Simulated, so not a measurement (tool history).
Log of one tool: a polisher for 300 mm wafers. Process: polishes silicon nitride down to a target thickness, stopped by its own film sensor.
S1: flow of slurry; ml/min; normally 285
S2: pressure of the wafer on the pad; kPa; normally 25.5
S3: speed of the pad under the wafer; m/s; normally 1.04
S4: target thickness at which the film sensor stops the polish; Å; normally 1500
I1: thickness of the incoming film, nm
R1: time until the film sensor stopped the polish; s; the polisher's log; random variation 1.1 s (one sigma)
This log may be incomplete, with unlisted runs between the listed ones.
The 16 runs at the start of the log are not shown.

Run 17, day 39.283: usual settings but S4 2110 Å; I1 349.4. Result: R1 63.7 s.
Run 18, day 40.538: usual settings; I1 357. Result: R1 95.6 s.
Run 19, day 41.554: usual settings but S1 315 ml/min; I1 353.3. Result: R1 92.5 s.
Run 20, day 43.371: usual settings but S1 345 ml/min, S2 18.6 kPa, S3 1.32 m/s; I1 348.5. Result: R1 102.3 s.
Run 21, day 44.783: usual settings but S2 28.3 kPa, S4 1010 Å; I1 350.5. Result: R1 105.7 s.
At day 46.05: slurry nozzle cleaned.
Run 22, day 47.012: usual settings but S3 0.74 m/s; I1 352.1. Result: R1 126.4 s.
At day 48.979: worn pad replaced by a new one.
Run 23, day 49.233: usual settings; I1 347.6. Result: R1 90.1 s.
Run 24, day 51.154: usual settings; I1 352.6. Result: R1 89.7 s.
Run 25, day 53.517: usual settings but S1 190 ml/min; I1 343.6. Result: R1 90.6 s.
At day 55.762: head pressure recalibrated.
Run 26, day 55.812: usual settings but S3 0.86 m/s; I1 350.8. Result: R1 103.7 s.
Run 27, day 57.533: usual settings but S2 33.8 kPa, S3 1.26 m/s; I1 347.6. Result: R1 57.8 s.
Run 28, day 59.746: usual settings but S2 29.6 kPa; I1 356.1. Result: R1 81.1 s.
Run 29, day 60.975: usual settings but S4 1810 Å; I1 347.1. Result: R1 76.3 s.
Run 30, day 63.875: usual settings but S1 205 ml/min, S2 32.4 kPa, S4 1680 Å; I1 345.3. Result: R1 69.2 s.
At day 64.525: slurry nozzle cleaned.
Run 31, day 65.929: usual settings but S3 1.36 m/s; I1 352. Result: R1 78.5 s.
At day 68.629: worn pad replaced by a new one.
Run 32, day 68.65: usual settings; I1 352.6. Result: R1 87.8 s.
Run 33, day 69.958: usual settings but S1 210 ml/min; I1 349. Result: R1 90.4 s.
Run 34, day 71: usual settings but S1 210 ml/min, S2 32.4 kPa, S3 1.34 m/s, S4 2190 Å; I1 348.9. Result: R1 38.8 s.
Run 35, day 73.4: usual settings but S3 1.26 m/s, S4 1220 Å; I1 348.5. Result: R1 85.4 s.
Run 36, day 76.292: usual settings; I1 350.8. Result: R1 92.2 s.
Run 37, day 79.1: usual settings but S1 310 ml/min, S2 20.7 kPa, S4 1120 Å; I1 351.1. Result: R1 132.3 s.
Run 38, day 80.167: usual settings but S3 1.36 m/s, S4 2040 Å; I1 342.8. Result: R1 51.7 s.

3 options for the next run, each taken on its own from the tool as it stands now. Forecast them:
Run A, day 80.188: usual settings; I1 347.8. Result: R1 ?.
Run B, day 80.188: usual settings but S3 1.22 m/s; I1 347.8. Result: R1 ?.
Run C, day 80.188: usual settings but S1 190 ml/min, S3 1.34 m/s, S4 1300 Å; I1 347.8. Result: R1 ?.

run    R1
  A  90.7
  B  79.8
  C  86.1
Take away the tool's hidden state, keep each run's random variation, and the runs would have read:
run    R1
  A  87.5
  B    77
  C    83

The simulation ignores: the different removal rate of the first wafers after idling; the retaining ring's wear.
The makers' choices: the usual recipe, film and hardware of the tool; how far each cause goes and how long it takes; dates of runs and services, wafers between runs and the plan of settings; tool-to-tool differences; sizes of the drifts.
